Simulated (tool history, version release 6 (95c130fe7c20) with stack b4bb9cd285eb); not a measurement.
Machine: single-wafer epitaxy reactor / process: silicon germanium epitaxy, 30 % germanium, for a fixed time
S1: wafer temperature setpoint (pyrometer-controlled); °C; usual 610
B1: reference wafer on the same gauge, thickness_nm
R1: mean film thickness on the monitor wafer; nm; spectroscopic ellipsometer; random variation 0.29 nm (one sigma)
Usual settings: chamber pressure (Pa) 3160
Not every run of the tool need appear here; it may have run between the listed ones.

{"run": 1, "hour": 0.0, "S1": 610, "chamber pressure (Pa)": 3160, "B1": 60.299, "R1": 71.641}
{"run": 2, "hour": 105.4, "S1": 610, "chamber pressure (Pa)": 3160, "B1": 60.359, "R1": 71.515}
{"run": 3, "hour": 153.4, "S1": 610, "chamber pressure (Pa)": 3160, "B1": 60.263, "R1": 71.065}
{"run": 4, "hour": 182.2, "S1": 610, "chamber pressure (Pa)": 3160, "B1": 60.308, "R1": 71.203}
{"run": 5, "hour": 239.6, "S1": 610, "chamber pressure (Pa)": 3160, "B1": 60.371, "R1": 71.319}
{"hour": 292.6, "done": "pyrometer calibrated"}
{"run": 6, "hour": 310.7, "S1": 610, "chamber pressure (Pa)": 3160, "B1": 60.358, "R1": 72.566}
{"run": 7, "hour": 350.7, "S1": 610, "chamber pressure (Pa)": 3160, "B1": 60.308, "R1": 72.419}
{"run": 8, "hour": 389.7, "S1": 620, "chamber pressure (Pa)": 3746, "B1": 60.358, "R1": 93.598}
{"run": 9, "hour": 417.6, "S1": 610, "chamber pressure (Pa)": 3160, "B1": 60.294, "R1": 72.245}
{"hour": 436.8, "done": "gauge calibrated"}
{"run": 10, "hour": 465.5, "S1": 610, "chamber pressure (Pa)": 3160, "B1": 60.316, "R1": 72.45}
{"run": 11, "hour": 491.8, "S1": 610, "chamber pressure (Pa)": 3160, "B1": 60.304, "R1": 72.104}
{"run": 12, "hour": 542.8, "S1": 620, "chamber pressure (Pa)": 3160, "B1": 60.289, "R1": 88.266}
{"run": 13, "hour": 602.1, "S1": 606, "chamber pressure (Pa)": 3853, "B1": 60.299, "R1": 71.045}
{"run": 14, "hour": 630.1, "S1": 606, "chamber pressure (Pa)": 3573, "B1": 60.296, "R1": 69.376}
{"run": 15, "hour": 671.8, "S1": 602, "chamber pressure (Pa)": 2906, "B1": 60.278, "R1": 60.035}
{"run": 16, "hour": 714.4, "S1": 595, "chamber pressure (Pa)": 3160, "B1": 60.259, "R1": 52.839}
{"run": 17, "hour": 745.8, "S1": 610, "chamber pressure (Pa)": 3160, "B1": 60.331, "R1": 72.19}
{"hour": 773.5, "done": "capacitance manometer re-zeroed and calibrated"}
{"run": 18, "hour": 776.9, "S1": 601, "chamber pressure (Pa)": 2746, "B1": 60.321, "R1": 57.574}
{"run": 19, "hour": 817.6, "S1": 599, "chamber pressure (Pa)": 3626, "B1": 60.323, "R1": 60.494}
{"run": 20, "hour": 846.9, "S1": 610, "chamber pressure (Pa)": 3160, "B1": 60.301, "R1": 72.86}
{"hour": 878.7, "done": "showerhead replaced, of another model than before"}
{"run": 21, "hour": 911.2, "S1": 622, "chamber pressure (Pa)": 2533, "B1": 60.297, "R1": 81.454}
{"run": 22, "hour": 952.7, "S1": 599, "chamber pressure (Pa)": 2520, "B1": 60.307, "R1": 50.831}
{"run": 23, "hour": 995.0, "S1": 610, "chamber pressure (Pa)": 3160, "B1": 60.266, "R1": 72.425}
{"run": 24, "hour": 1032.0, "S1": 610, "chamber pressure (Pa)": 3160, "B1": 60.315, "R1": 72.037}
{"run": 25, "hour": 1073.1, "S1": 610, "chamber pressure (Pa)": 2440, "B1": 60.281, "R1": 63.112}
{"run": 26, "hour": 1139.6, "S1": 618, "chamber pressure (Pa)": 3160, "B1": 60.283, "R1": 85.29}
{"run": 27, "hour": 1225.6, "S1": 610, "chamber pressure (Pa)": 3160, "B1": 60.257, "R1": 71.998}
{"run": 28, "hour": 1280.6, "S1": 605, "chamber pressure (Pa)": 2893, "B1": 60.381, "R1": 61.925}
{"run": 29, "hour": 1332.0, "S1": 624, "chamber pressure (Pa)": 3160, "B1": 60.325, "R1": 95.651}
{"run": 30, "hour": 1392.1, "S1": 610, "chamber pressure (Pa)": 3160, "B1": 60.318, "R1": 71.609}
{"run": 31, "hour": 1435.3, "S1": 606, "chamber pressure (Pa)": 3853, "B1": 60.28, "R1": 73.901}
{"run": 32, "hour": 1497.8, "S1": 610, "chamber pressure (Pa)": 3520, "B1": 60.283, "R1": 76.128}
{"run": 33, "hour": 1547.4, "S1": 617, "chamber pressure (Pa)": 2413, "B1": 60.261, "R1": 71.964}
{"run": 34, "hour": 1576.0, "S1": 618, "chamber pressure (Pa)": 2386, "B1": 60.333, "R1": 71.982}
{"run": 35, "hour": 1619.2, "S1": 599, "chamber pressure (Pa)": 3160, "B1": 60.266, "R1": 57.314}

What if the next run were any one of these 4? Each begins from the tool's condition after run 35:
{"run": "A", "hour": 1619.6, "S1": 610, "chamber pressure (Pa)": 2893, "B1": "?", "R1": "?"}
{"run": "B", "hour": 1619.6, "S1": 614, "chamber pressure (Pa)": 3826, "B1": "?", "R1": "?"}
{"run": "C", "hour": 1619.6, "S1": 605, "chamber pressure (Pa)": 3160, "B1": "?", "R1": "?"}
{"run": "D", "hour": 1619.6, "S1": 619, "chamber pressure (Pa)": 3853, "B1": "?", "R1": "?"}

run=A B1=60.343 R1=69.289
run=B B1=60.343 R1=86.771
run=C B1=60.343 R1=65.525
run=D B1=60.343 R1=96.243
The same runs, with their run-to-run variation unchanged, on a tool lacking any hidden condition would have given:
run=A R1=69.74
run=B R1=87.329
run=C R1=65.956
run=D R1=96.855
